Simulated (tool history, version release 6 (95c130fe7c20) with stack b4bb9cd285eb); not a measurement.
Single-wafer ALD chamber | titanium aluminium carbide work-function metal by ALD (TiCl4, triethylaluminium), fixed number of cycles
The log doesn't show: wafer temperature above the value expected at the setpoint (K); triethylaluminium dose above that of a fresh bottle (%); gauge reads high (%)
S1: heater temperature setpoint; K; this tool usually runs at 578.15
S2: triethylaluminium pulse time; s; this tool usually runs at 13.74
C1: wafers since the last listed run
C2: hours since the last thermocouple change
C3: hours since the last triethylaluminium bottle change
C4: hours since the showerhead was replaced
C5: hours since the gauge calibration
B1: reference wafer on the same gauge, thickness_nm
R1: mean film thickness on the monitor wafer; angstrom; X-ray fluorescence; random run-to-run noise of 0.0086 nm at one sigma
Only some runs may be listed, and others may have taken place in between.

run 1 hour=0.0 | S1=578.15 S2=13.74 | C1=0 C2=65.5 C3=1023.8 C4=5212.1 C5=1399.1 | B1=2.028 | R1=22.22
run 2 hour=42.7 | S1=588.15 S2=13.74 | C1=304 C2=108.2 C3=1066.5 C4=5254.8 C5=1441.8 | B1=2.032 | R1=23.24
run 3 hour=121.9 | S1=588.15 S2=13.74 | C1=565 C2=187.4 C3=1145.7 C4=5334.0 C5=1521.0 | B1=2.031 | R1=23.33
run 4 hour=223.1 | S1=589.15 S2=17.03 | C1=722 C2=288.6 C3=1246.9 C4=5435.2 C5=1622.2 | B1=2.031 | R1=23.83
run 5 hour=322.4 | S1=589.15 S2=17.03 | C1=708 C2=387.9 C3=1346.2 C4=5534.5 C5=1721.5 | B1=2.033 | R1=23.58
run 6 hour=359.4 | S1=589.15 S2=17.03 | C1=264 C2=424.9 C3=1383.2 C4=5571.5 C5=1758.5 | B1=2.031 | R1=23.65
run 7 hour=446.4 | S1=578.15 S2=13.74 | C1=621 C2=511.9 C3=1470.2 C4=5658.5 C5=1845.5 | B1=2.031 | R1=22.29
run 8 hour=520.4 | S1=578.15 S2=13.74 | C1=528 C2=585.9 C3=1544.2 C4=5732.5 C5=1919.5 | B1=2.030 | R1=22.49
-- hour=530.3 gauge calibrated
-- hour=543.7 showerhead replaced
run 9 hour=595.6 | S1=590.15 S2=17.57 | C1=479 C2=661.1 C3=1619.4 C4=51.9 C5=65.3 | B1=2.026 | R1=23.81
run 10 hour=638.4 | S1=590.15 S2=17.57 | C1=305 C2=703.9 C3=1662.2 C4=94.7 C5=108.1 | B1=2.028 | R1=23.91
run 11 hour=718.3 | S1=590.15 S2=17.57 | C1=570 C2=783.8 C3=1742.1 C4=174.6 C5=188.0 | B1=2.031 | R1=23.93
run 12 hour=781.1 | S1=578.15 S2=13.74 | C1=448 C2=846.6 C3=1804.9 C4=237.4 C5=250.8 | B1=2.031 | R1=22.41
-- hour=841.3 triethylaluminium bottle replaced
run 13 hour=841.8 | S1=587.15 S2=18.68 | C1=376 C2=907.3 C3=0.5 C4=298.1 C5=311.5 | B1=2.031 | R1=23.66
run 14 hour=909.7 | S1=592.15 S2=10.17 | C1=484 C2=975.2 C3=68.4 C4=366.0 C5=379.4 | B1=2.028 | R1=23.12
run 15 hour=996.7 | S1=578.15 S2=13.74 | C1=621 C2=1062.2 C3=155.4 C4=453.0 C5=466.4 | B1=2.029 | R1=22.51
run 16 hour=1092.4 | S1=592.15 S2=18.46 | C1=683 C2=1157.9 C3=251.1 C4=548.7 C5=562.1 | B1=2.035 | R1=24.24

Predict the results of run 17:
run 17 hour=1181.7 | S1=592.15 S2=10.17 | C1=637 C2=1247.2 C3=340.4 C4=638.0 C5=651.4 | B1=? | R1=?

B1: 2.026
R1: 23.14 angstrom
Take away the tool's hidden state, keep the run-to-run variation as it was, and the same run would have given R1 22.83 angstrom.
